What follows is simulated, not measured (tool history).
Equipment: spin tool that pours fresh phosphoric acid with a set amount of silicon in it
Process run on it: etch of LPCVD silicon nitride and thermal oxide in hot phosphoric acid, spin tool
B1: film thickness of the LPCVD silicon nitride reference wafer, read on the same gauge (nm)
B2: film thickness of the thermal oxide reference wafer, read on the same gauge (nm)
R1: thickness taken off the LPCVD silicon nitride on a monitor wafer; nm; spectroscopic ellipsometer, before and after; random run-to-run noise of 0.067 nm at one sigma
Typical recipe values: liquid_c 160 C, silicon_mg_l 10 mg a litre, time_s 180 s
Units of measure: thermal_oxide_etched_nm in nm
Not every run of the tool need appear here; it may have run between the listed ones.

Run 1, day 0: usual settings but silicon_mg_l 8 mg a litre; B1 96.34; B2 28.874. Result: R1 14.82 nm, thermal_oxide_etched_nm 0.382 nm.
Run 2, day 0.646: usual settings; B1 96.32; B2 28.907. Result: R1 14.85 nm, thermal_oxide_etched_nm 0.356 nm.
Run 3, day 1.404: usual settings but liquid_c 158 C, time_s 130 s; B1 96.32; B2 28.834. Result: R1 10.03 nm, thermal_oxide_etched_nm 0.237 nm.
Run 4, day 2.458: usual settings but liquid_c 161.5 C; B1 96.33; B2 28.862. Result: R1 15.76 nm, thermal_oxide_etched_nm 0.368 nm.
Run 5, day 3.85: usual settings but liquid_c 162.5 C, silicon_mg_l 12.5 mg a litre; B1 96.3; B2 28.873. Result: R1 16.15 nm, thermal_oxide_etched_nm 0.44 nm.
Run 6, day 4.479: usual settings but liquid_c 161 C, silicon_mg_l 17.5 mg a litre, time_s 255 s; B1 96.27; B2 28.901. Result: R1 21.93 nm, thermal_oxide_etched_nm 0.462 nm.
At day 4.596: dissolved silicon flow meter replaced.
At day 5.104: thermometer replaced.
Run 7, day 5.408: usual settings but liquid_c 158.5 C, silicon_mg_l 6.5 mg a litre, time_s 70 s; B1 96.29; B2 28.883. Result: R1 5.48 nm, thermal_oxide_etched_nm 0.136 nm.
At day 6.125: gauge calibrated.
Run 8, day 6.138: usual settings but silicon_mg_l 18 mg a litre; B1 100.16; B2 30.045. Result: R1 15.44 nm, thermal_oxide_etched_nm 0.326 nm.
At day 7.179: heated supply line repaired.
Run 9, day 7.258: usual settings but liquid_c 163 C; B1 99.78; B2 29.975. Result: R1 17.02 nm, thermal_oxide_etched_nm 0.469 nm.
Run 10, day 8.492: usual settings but silicon_mg_l 18 mg a litre; B1 99.5; B2 29.831. Result: R1 15.24 nm, thermal_oxide_etched_nm 0.303 nm.
Run 11, day 9.746: usual settings but time_s 150 s; B1 99.22; B2 29.763. Result: R1 12.65 nm, thermal_oxide_etched_nm 0.321 nm.
Run 12, day 11.058: usual settings but liquid_c 158 C; B1 98.92; B2 29.683. Result: R1 14.22 nm, thermal_oxide_etched_nm 0.316 nm.
Run 13, day 11.704: usual settings but silicon_mg_l 14 mg a litre; B1 98.85; B2 29.623. Result: R1 15.34 nm, thermal_oxide_etched_nm 0.361 nm.
Run 14, day 13.042: usual settings but silicon_mg_l 6.5 mg a litre, time_s 70 s; B1 98.58; B2 29.544. Result: R1 5.93 nm, thermal_oxide_etched_nm 0.147 nm.
Run 15, day 14.038: usual settings; B1 98.36; B2 29.543. Result: R1 15.13 nm, thermal_oxide_etched_nm 0.351 nm.
Run 16, day 14.717: usual settings but silicon_mg_l 14.5 mg a litre, time_s 235 s; B1 98.33; B2 29.509. Result: R1 19.87 nm, thermal_oxide_etched_nm 0.424 nm.
Run 17, day 15.417: usual settings but liquid_c 158 C, silicon_mg_l 3 mg a litre, time_s 210 s; B1 98.26; B2 29.485. Result: R1 16.51 nm, thermal_oxide_etched_nm 0.46 nm.
Run 18, day 16.267: usual settings but time_s 255 s; B1 98.09; B2 29.407. Result: R1 21.51 nm, thermal_oxide_etched_nm 0.551 nm.
Run 19, day 16.812: usual settings; B1 98.03; B2 29.422. Result: R1 15.13 nm, thermal_oxide_etched_nm 0.351 nm.
Run 20, day 17.792: usual settings but liquid_c 157.5 C, silicon_mg_l 4.5 mg a litre; B1 97.93; B2 29.39. Result: R1 13.96 nm, thermal_oxide_etched_nm 0.344 nm.
Run 21, day 18.771: usual settings but silicon_mg_l 2.5 mg a litre; B1 97.78; B2 29.34. Result: R1 15.15 nm, thermal_oxide_etched_nm 0.411 nm.
Run 22, day 19.704: usual settings but time_s 255 s; B1 97.72; B2 29.298. Result: R1 21.45 nm, thermal_oxide_etched_nm 0.513 nm.

Below are 4 alternative next runs, each starting from the tool's condition after run 22. Predict each:
Run A, day 19.725: usual settings but silicon_mg_l 16 mg a litre; B1 ?; B2 ?. Result: R1 ?, thermal_oxide_etched_nm ?.
Run B, day 19.725: usual settings but liquid_c 157 C; B1 ?; B2 ?. Result: R1 ?, thermal_oxide_etched_nm ?.
Run C, day 19.725: usual settings but liquid_c 158.5 C, silicon_mg_l 6.5 mg a litre; B1 ?; B2 ?. Result: R1 ?, thermal_oxide_etched_nm ?.
Run D, day 19.725: usual settings but liquid_c 158.5 C, silicon_mg_l 4.5 mg a litre, time_s 85 s; B1 ?; B2 ?. Result: R1 ?, thermal_oxide_etched_nm ?.

run     B1      B2     R1  thermal_oxide_etched_nm
  A  97.69  29.262  15.01                    0.334
  B  97.69  29.262  13.56                    0.308
  C  97.69  29.262  14.27                    0.372
  D  97.69  29.262   6.74                    0.183
Had the tool no hidden state, the same runs would have come out as:
run     R1  thermal_oxide_etched_nm
  A  15.36                    0.342
  B  13.88                    0.315
  C   14.6                     0.38
  D    6.9                    0.187
